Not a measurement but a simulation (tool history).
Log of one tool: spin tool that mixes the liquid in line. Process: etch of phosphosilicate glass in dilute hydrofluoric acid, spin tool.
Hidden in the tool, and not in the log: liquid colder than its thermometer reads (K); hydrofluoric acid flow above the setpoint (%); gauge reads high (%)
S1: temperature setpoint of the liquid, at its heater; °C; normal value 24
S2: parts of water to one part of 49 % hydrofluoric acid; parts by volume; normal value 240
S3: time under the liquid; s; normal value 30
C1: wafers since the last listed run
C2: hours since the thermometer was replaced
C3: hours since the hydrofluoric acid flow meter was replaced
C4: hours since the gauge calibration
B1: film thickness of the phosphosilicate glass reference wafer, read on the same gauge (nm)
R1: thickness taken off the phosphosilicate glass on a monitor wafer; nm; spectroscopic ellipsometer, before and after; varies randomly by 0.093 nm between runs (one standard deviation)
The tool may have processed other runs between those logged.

Run 1, day 0: usual settings; C1 0; C2 1868.6; C3 340.8; C4 264.2; B1 50.03. Result: R1 13.76 nm.
Run 2, day 1.288: usual settings; C1 437; C2 1899.5; C3 371.7; C4 295.1; B1 49.99. Result: R1 13.69 nm.
Run 3, day 2.612: usual settings; C1 449; C2 1931.3; C3 403.5; C4 326.9; B1 49.99. Result: R1 13.66 nm.
Run 4, day 5.896: usual settings; C1 1114; C2 2010.1; C3 482.3; C4 405.7; B1 50.02. Result: R1 13.71 nm.
Run 5, day 6.558: usual settings; C1 224; C2 2026; C3 498.2; C4 421.6; B1 50.02. Result: R1 13.7 nm.
Run 6, day 7.204: usual settings; C1 219; C2 2041.5; C3 513.7; C4 437.1; B1 49.99. Result: R1 13.59 nm.
Run 7, day 7.738: usual settings; C1 181; C2 2054.3; C3 526.5; C4 449.9; B1 49.99. Result: R1 13.67 nm.
Run 8, day 8.983: usual settings; C1 423; C2 2084.2; C3 556.4; C4 479.8; B1 49.99. Result: R1 13.5 nm.
Run 9, day 10.325: usual settings; C1 455; C2 2116.4; C3 588.6; C4 512; B1 50. Result: R1 13.53 nm.
Run 10, day 11.429: usual settings; C1 374; C2 2142.9; C3 615.1; C4 538.5; B1 49.99. Result: R1 13.55 nm.
Run 11, day 12.1: usual settings; C1 227; C2 2159; C3 631.2; C4 554.6; B1 49.97. Result: R1 13.56 nm.
Run 12, day 13.717: usual settings; C1 548; C2 2197.8; C3 670; C4 593.4; B1 50. Result: R1 13.66 nm.
Run 13, day 14.604: usual settings but S2 270 parts by volume; C1 301; C2 2219.1; C3 691.3; C4 614.7; B1 50. Result: R1 11.76 nm.
At day 15.65: thermometer replaced.
Run 14, day 15.671: usual settings but S2 270 parts by volume; C1 348; C2 0.5; C3 716.9; C4 640.3; B1 50.01. Result: R1 12.68 nm.
At day 18.583: gauge calibrated.
Run 15, day 19.458: usual settings but S1 25.5 °C, S2 270 parts by volume, S3 35 s; C1 1286; C2 91.4; C3 807.8; C4 21; B1 50. Result: R1 15.76 nm.
Run 16, day 20.775: usual settings; C1 447; C2 123; C3 839.4; C4 52.6; B1 50. Result: R1 14.67 nm.
Run 17, day 21.779: usual settings but S1 21.5 °C, S2 330 parts by volume; C1 340; C2 147.1; C3 863.5; C4 76.7; B1 50.01. Result: R1 8.96 nm.
Run 18, day 22.638: usual settings but S1 26 °C, S2 355 parts by volume; C1 291; C2 167.7; C3 884.1; C4 97.3; B1 50.02. Result: R1 9.43 nm.
Run 19, day 23.871: usual settings but S1 27 °C, S2 330 parts by volume; C1 418; C2 197.3; C3 913.7; C4 126.9; B1 49.99. Result: R1 10.76 nm.
Run 20, day 24.483: usual settings but S1 19.5 °C, S3 50 s; C1 207; C2 212; C3 928.4; C4 141.6; B1 50.01. Result: R1 20.81 nm.
At day 25.658: hydrofluoric acid flow meter replaced.
Run 21, day 25.738: usual settings but S1 20.5 °C, S2 330 parts by volume, S3 40 s; C1 411; C2 242.1; C3 1.9; C4 171.7; B1 49.98. Result: R1 11.63 nm.
Run 22, day 27.083: usual settings but S1 20.5 °C, S2 165 parts by volume; C1 456; C2 274.4; C3 34.2; C4 204; B1 49.99. Result: R1 20.25 nm.
Run 23, day 28.4: usual settings but S1 26.5 °C, S2 175 parts by volume, S3 50 s; C1 447; C2 306; C3 65.8; C4 235.6; B1 50.02. Result: R1 38.68 nm.
Run 24, day 29.592: usual settings but S1 20.5 °C, S2 165 parts by volume; C1 404; C2 334.6; C3 94.4; C4 264.2; B1 50.02. Result: R1 20.02 nm.
Run 25, day 30.558: usual settings but S2 125 parts by volume; C1 328; C2 357.8; C3 117.6; C4 287.4; B1 50. Result: R1 31.65 nm.
Run 26, day 31.838: usual settings but S3 20 s; C1 434; C2 388.5; C3 148.3; C4 318.1; B1 50.02. Result: R1 9.65 nm.
Run 27, day 32.992: usual settings but S1 26.5 °C, S3 40 s; C1 391; C2 416.2; C3 176; C4 345.8; B1 50.02. Result: R1 21.08 nm.
Run 28, day 34.2: usual settings; C1 410; C2 445.2; C3 205; C4 374.8; B1 50.01. Result: R1 14.63 nm.

Expected results for the next run?
Run 29, day 35.471: usual settings but S2 350 parts by volume, S3 15 s; C1 431; C2 475.7; C3 235.5; C4 405.3; B1 ?. Result: R1 ?.

Run 29 yielded B1 49.97, R1 4.51 nm.
Had the tool carried no hidden state, the very same run would have given R1 4.59 nm.
